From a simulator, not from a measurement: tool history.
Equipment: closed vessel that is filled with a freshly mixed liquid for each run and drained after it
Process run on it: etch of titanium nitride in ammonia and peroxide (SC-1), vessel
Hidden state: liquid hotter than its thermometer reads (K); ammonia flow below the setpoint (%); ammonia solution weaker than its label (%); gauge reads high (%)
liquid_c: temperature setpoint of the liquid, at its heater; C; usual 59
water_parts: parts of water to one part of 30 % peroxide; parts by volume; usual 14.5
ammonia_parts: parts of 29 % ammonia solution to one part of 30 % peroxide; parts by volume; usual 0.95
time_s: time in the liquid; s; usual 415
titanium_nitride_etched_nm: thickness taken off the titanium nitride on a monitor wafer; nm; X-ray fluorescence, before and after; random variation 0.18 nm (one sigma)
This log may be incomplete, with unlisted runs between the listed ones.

| run | hour | liquid_c | water_parts | ammonia_parts | time_s | wafers since the last listed run | hours since the thermometer was replaced | hours since the ammonia flow meter was replaced | hours since the drum of ammonia solution was connected | hours since the gauge calibration | read-back film thickness of the titanium nitride reference wafer, read on the same gauge (nm) | titanium_nitride_etched_nm |
|---|---|---|---|---|---|---|---|---|---|---|---|---|
| 1 | 0 | 59 | 14.5 | 1.2 | 415 | 0 | 649 | 38.9 | 638 | 667.3 | 61.39 | 34.71 |
|  | 0.9 | new drum of ammonia solution connected |
| 2 | 59.1 | 59 | 12.5 | 0.95 | 415 | 4219 | 708.1 | 98 | 58.2 | 726.4 | 61.48 | 36.75 |
| 3 | 100.8 | 61.5 | 14.5 | 0.95 | 415 | 3021 | 749.8 | 139.7 | 99.9 | 768.1 | 61.56 | 39.88 |
| 4 | 166.4 | 59 | 18 | 0.95 | 415 | 4753 | 815.4 | 205.3 | 165.5 | 833.7 | 61.66 | 29.78 |
| 5 | 231.5 | 59 | 14.5 | 0.95 | 415 | 4717 | 880.5 | 270.4 | 230.6 | 898.8 | 61.82 | 33.93 |
| 6 | 275.1 | 59 | 14.5 | 0.95 | 415 | 3159 | 924.1 | 314 | 274.2 | 942.4 | 61.87 | 33.97 |
|  | 284 | thermometer replaced |
| 7 | 317.2 | 59 | 10 | 0.95 | 355 | 2978 | 33.2 | 356.1 | 316.3 | 984.5 | 61.99 | 35.56 |
| 8 | 375 | 59 | 14.5 | 0.95 | 415 | 4188 | 91 | 413.9 | 374.1 | 1042.3 | 62.08 | 33.9 |
| 9 | 430.2 | 59 | 14.5 | 0.95 | 415 | 3999 | 146.2 | 469.1 | 429.3 | 1097.5 | 62.21 | 34.06 |
|  | 436.7 | ammonia flow meter replaced |
| 10 | 473.2 | 59 | 14.5 | 0.95 | 415 | 3043 | 189.2 | 36.5 | 472.3 | 1140.5 | 62.31 | 34.01 |
| 11 | 520.5 | 59 | 14.5 | 0.85 | 415 | 3427 | 236.5 | 83.8 | 519.6 | 1187.8 | 62.38 | 33.49 |
|  | 545.3 | new drum of ammonia solution connected |
| 12 | 576.4 | 59 | 14.5 | 0.85 | 415 | 3977 | 292.4 | 139.7 | 31.1 | 1243.7 | 62.5 | 33.82 |
| 13 | 602.9 | 59 | 14.5 | 0.85 | 415 | 1920 | 318.9 | 166.2 | 57.6 | 1270.2 | 62.54 | 33.85 |
|  | 640.8 | gauge calibrated |
| 14 | 662.9 | 63 | 8.5 | 0.95 | 600 | 4347 | 378.9 | 226.2 | 117.6 | 22.1 | 60.22 | 82.24 |
| 15 | 711.8 | 59 | 14.5 | 0.95 | 345 | 3543 | 427.8 | 275.1 | 166.5 | 71 | 60.31 | 27.38 |
| 16 | 756.1 | 55.5 | 20 | 1.2 | 290 | 3209 | 472.1 | 319.4 | 210.8 | 115.3 | 60.38 | 16.11 |
| 17 | 825.7 | 68.5 | 18.5 | 0.55 | 415 | 5043 | 541.7 | 389 | 280.4 | 184.9 | 60.53 | 48.49 |
| 18 | 894.4 | 59 | 14.5 | 0.95 | 415 | 4977 | 610.4 | 457.7 | 349.1 | 253.6 | 60.68 | 33.43 |
|  | 916.3 | ammonia flow meter replaced |
| 19 | 957.8 | 52.5 | 12.5 | 0.6 | 590 | 4521 | 673.8 | 41.5 | 412.5 | 317 | 60.79 | 30.66 |
| 20 | 992.3 | 59 | 14.5 | 0.95 | 415 | 2499 | 708.3 | 76 | 447 | 351.5 | 60.9 | 33.6 |
|  | 1040.6 | thermometer replaced |
| 21 | 1041.1 | 64.5 | 9.5 | 0.6 | 515 | 3463 | 0.5 | 124.8 | 495.8 | 400.3 | 60.97 | 69.21 |

Run 22 has not been measured yet. What should we expect?
| 22 | 1072.9 | 68.5 | 9.5 | 1.2 | 495 | 2304 | 32.3 | 156.6 | 527.6 | 432.1 | ? | ? |

{"run 22": {"read-back film thickness of the titanium nitride reference wafer, read on the same gauge (nm)": 61.02, "titanium_nitride_etched_nm": 94.92}}
On a tool with no hidden condition, and with the same random variation, this run would have come out at titanium_nitride_etched_nm 93.32 nm.

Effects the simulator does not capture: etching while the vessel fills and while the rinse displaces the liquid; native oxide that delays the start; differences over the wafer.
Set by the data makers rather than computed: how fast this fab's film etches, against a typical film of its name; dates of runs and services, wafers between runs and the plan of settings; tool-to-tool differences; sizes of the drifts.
